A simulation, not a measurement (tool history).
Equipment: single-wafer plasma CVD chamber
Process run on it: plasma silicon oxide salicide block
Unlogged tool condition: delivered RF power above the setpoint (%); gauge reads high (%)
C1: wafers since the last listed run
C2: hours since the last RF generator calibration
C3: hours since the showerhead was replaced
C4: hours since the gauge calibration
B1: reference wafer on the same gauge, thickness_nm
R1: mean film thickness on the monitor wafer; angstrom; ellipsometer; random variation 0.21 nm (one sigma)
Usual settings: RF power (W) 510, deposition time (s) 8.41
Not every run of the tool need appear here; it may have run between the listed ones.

{"run": 1, "hour": 0.0, "RF power (W)": 455, "deposition time (s)": 9.34, "C1": 0, "C2": 1188, "C3": 1611.9, "C4": 520.8, "B1": 70.304, "R1": 854.27}
{"run": 2, "hour": 37.7, "RF power (W)": 510, "deposition time (s)": 8.41, "C1": 968, "C2": 1225.7, "C3": 1649.6, "C4": 558.5, "B1": 70.453, "R1": 798.16}
{"run": 3, "hour": 106.1, "RF power (W)": 510, "deposition time (s)": 8.41, "C1": 1756, "C2": 1294.1, "C3": 1718, "C4": 626.9, "B1": 70.492, "R1": 796}
{"run": 4, "hour": 204.5, "RF power (W)": 510, "deposition time (s)": 8.41, "C1": 2527, "C2": 1392.5, "C3": 1816.4, "C4": 725.3, "B1": 70.447, "R1": 795.81}
{"run": 5, "hour": 283.3, "RF power (W)": 510, "deposition time (s)": 9.04, "C1": 2023, "C2": 1471.3, "C3": 1895.2, "C4": 804.1, "B1": 70.398, "R1": 856.91}
{"run": 6, "hour": 343.7, "RF power (W)": 510, "deposition time (s)": 9.04, "C1": 1551, "C2": 1531.7, "C3": 1955.6, "C4": 864.5, "B1": 70.273, "R1": 860.39}
{"run": 7, "hour": 418.0, "RF power (W)": 510, "deposition time (s)": 9.04, "C1": 1908, "C2": 1606, "C3": 2029.9, "C4": 938.8, "B1": 70.352, "R1": 854.55}
{"run": 8, "hour": 507.1, "RF power (W)": 510, "deposition time (s)": 8.41, "C1": 2288, "C2": 1695.1, "C3": 2119, "C4": 1027.9, "B1": 70.377, "R1": 796.38}
{"run": 9, "hour": 559.5, "RF power (W)": 510, "deposition time (s)": 8.41, "C1": 1345, "C2": 1747.5, "C3": 2171.4, "C4": 1080.3, "B1": 70.379, "R1": 794.86}
{"run": 10, "hour": 630.7, "RF power (W)": 510, "deposition time (s)": 8.41, "C1": 1828, "C2": 1818.7, "C3": 2242.6, "C4": 1151.5, "B1": 70.451, "R1": 799.07}
{"run": 11, "hour": 717.7, "RF power (W)": 510, "deposition time (s)": 8.41, "C1": 2234, "C2": 1905.7, "C3": 2329.6, "C4": 1238.5, "B1": 70.381, "R1": 793.6}
{"hour": 774.7, "done": "RF generator calibrated"}
{"run": 12, "hour": 850.0, "RF power (W)": 425, "deposition time (s)": 8.41, "C1": 3192, "C2": 75.3, "C3": 2461.9, "C4": 1370.8, "B1": 70.493, "R1": 748.07}
{"run": 13, "hour": 914.3, "RF power (W)": 465, "deposition time (s)": 9.21, "C1": 1651, "C2": 139.6, "C3": 2526.2, "C4": 1435.1, "B1": 70.449, "R1": 835.1}
{"hour": 919.6, "done": "gauge calibrated"}
{"hour": 955.1, "done": "showerhead replaced"}
{"hour": 963.1, "done": "RF generator calibrated, repeated, since the last time left the tool worse"}
{"run": 14, "hour": 966.4, "RF power (W)": 510, "deposition time (s)": 9.62, "C1": 927, "C2": 3.3, "C3": 11.3, "C4": 46.8, "B1": 70.398, "R1": 928.12}
{"run": 15, "hour": 1062.5, "RF power (W)": 510, "deposition time (s)": 8.41, "C1": 2467, "C2": 99.4, "C3": 107.4, "C4": 142.9, "B1": 70.412, "R1": 807.32}
{"run": 16, "hour": 1109.0, "RF power (W)": 510, "deposition time (s)": 8.41, "C1": 1194, "C2": 145.9, "C3": 153.9, "C4": 189.4, "B1": 70.381, "R1": 809.72}
{"run": 17, "hour": 1198.8, "RF power (W)": 435, "deposition time (s)": 9.97, "C1": 2306, "C2": 235.7, "C3": 243.7, "C4": 279.2, "B1": 70.495, "R1": 913.78}
{"run": 18, "hour": 1265.3, "RF power (W)": 445, "deposition time (s)": 10, "C1": 1707, "C2": 302.2, "C3": 310.2, "C4": 345.7, "B1": 70.46, "R1": 920.59}
{"run": 19, "hour": 1337.2, "RF power (W)": 580, "deposition time (s)": 8.97, "C1": 1846, "C2": 374.1, "C3": 382.1, "C4": 417.6, "B1": 70.445, "R1": 889.97}
{"run": 20, "hour": 1437.3, "RF power (W)": 590, "deposition time (s)": 7.39, "C1": 2570, "C2": 474.2, "C3": 482.2, "C4": 517.7, "B1": 70.433, "R1": 735.89}
{"run": 21, "hour": 1483.3, "RF power (W)": 585, "deposition time (s)": 9.98, "C1": 1181, "C2": 520.2, "C3": 528.2, "C4": 563.7, "B1": 70.459, "R1": 987.16}
{"run": 22, "hour": 1561.2, "RF power (W)": 445, "deposition time (s)": 6.92, "C1": 2000, "C2": 598.1, "C3": 606.1, "C4": 641.6, "B1": 70.38, "R1": 636.92}

4 ways to go on from here, each from the tool as it stands after run 22. What would each give?
{"run": "A", "hour": 1561.6, "RF power (W)": 510, "deposition time (s)": 8.41, "C1": 10, "C2": 598.5, "C3": 606.5, "C4": 642, "B1": "?", "R1": "?"}
{"run": "B", "hour": 1561.6, "RF power (W)": 550, "deposition time (s)": 9.04, "C1": 10, "C2": 598.5, "C3": 606.5, "C4": 642, "B1": "?", "R1": "?"}
{"run": "C", "hour": 1561.6, "RF power (W)": 600, "deposition time (s)": 9.63, "C1": 10, "C2": 598.5, "C3": 606.5, "C4": 642, "B1": "?", "R1": "?"}
{"run": "D", "hour": 1561.6, "RF power (W)": 580, "deposition time (s)": 8.41, "C1": 10, "C2": 598.5, "C3": 606.5, "C4": 642, "B1": "?", "R1": "?"}

run=A B1=70.32 R1=800.49
run=B B1=70.32 R1=879.17
run=C B1=70.32 R1=960.16
run=D B1=70.32 R1=830.42
Had the tool no hidden state, the same runs would have come out as:
run=A R1=808.91
run=B R1=888.42
run=C R1=970.26
run=D R1=839.15
